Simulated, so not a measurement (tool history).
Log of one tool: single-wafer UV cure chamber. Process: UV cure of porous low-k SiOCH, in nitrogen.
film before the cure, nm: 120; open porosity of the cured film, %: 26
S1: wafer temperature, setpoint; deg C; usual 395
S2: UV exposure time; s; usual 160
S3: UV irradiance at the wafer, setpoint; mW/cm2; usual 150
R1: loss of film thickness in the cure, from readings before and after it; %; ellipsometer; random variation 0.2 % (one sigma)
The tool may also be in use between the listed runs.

run    hour   S1   S2   S3      R1
  1       0  395  105  150  12.053
  2    42.5  381  160  150  13.769
  3    94.7  381  160  150  13.364
  4   152.9  381  160  150  13.332
  5     185  395  160  150  14.496
  6   233.7  395  160  150   14.81
  7   281.5  395  160  150  14.355
  8   488.7  405  160  127  13.644
  9   514.9  405  160  127  12.987
 10   542.9  395  160  150  13.676
 11   645.4  395  160  150  14.769
 12   706.4  395  160  150   14.55
 13     744  411  160  190  16.375
 14   803.7  408  255  117  15.533
 15   832.4  395  235  186   17.86
 16   875.1  379  160  150  13.674
 17   901.8  390  160  167  14.166
 18   953.5  395   70  150   9.861
 19   995.1  388   65  171   9.621
 20  1196.4  395  105  150   12.55
 21  1224.5  405  160  150  14.797
 22  1265.7  395  160  150  14.518
 23  1340.5  401  215  130  15.239
 24  1391.9  387  130  150  12.945

Not shown: 4 entries that the log had between the listed runs. Between which runs, and how does the tool's hidden state differ before and after?
Between runs 4 and 5: quartz window cleaned (hour 164.5)
  transmission lost against a clean window, %: 16.4 -> 2.07
  measured less the result without the state, R1: -0.908 -> -0.108 %
Between runs 10 and 11: UV bulbs replaced (hour 567); quartz window cleaned (hour 617.8)
  transmission lost against a clean window, %: 16.7 -> 3.76
  measured less the result without the state, R1: -0.933 -> -0.203 %
Between runs 19 and 20: quartz window cleaned (hour 1037.8)
  transmission lost against a clean window, %: 18.2 -> 3.01
  measured less the result without the state, R1: -0.946 -> -0.154 %
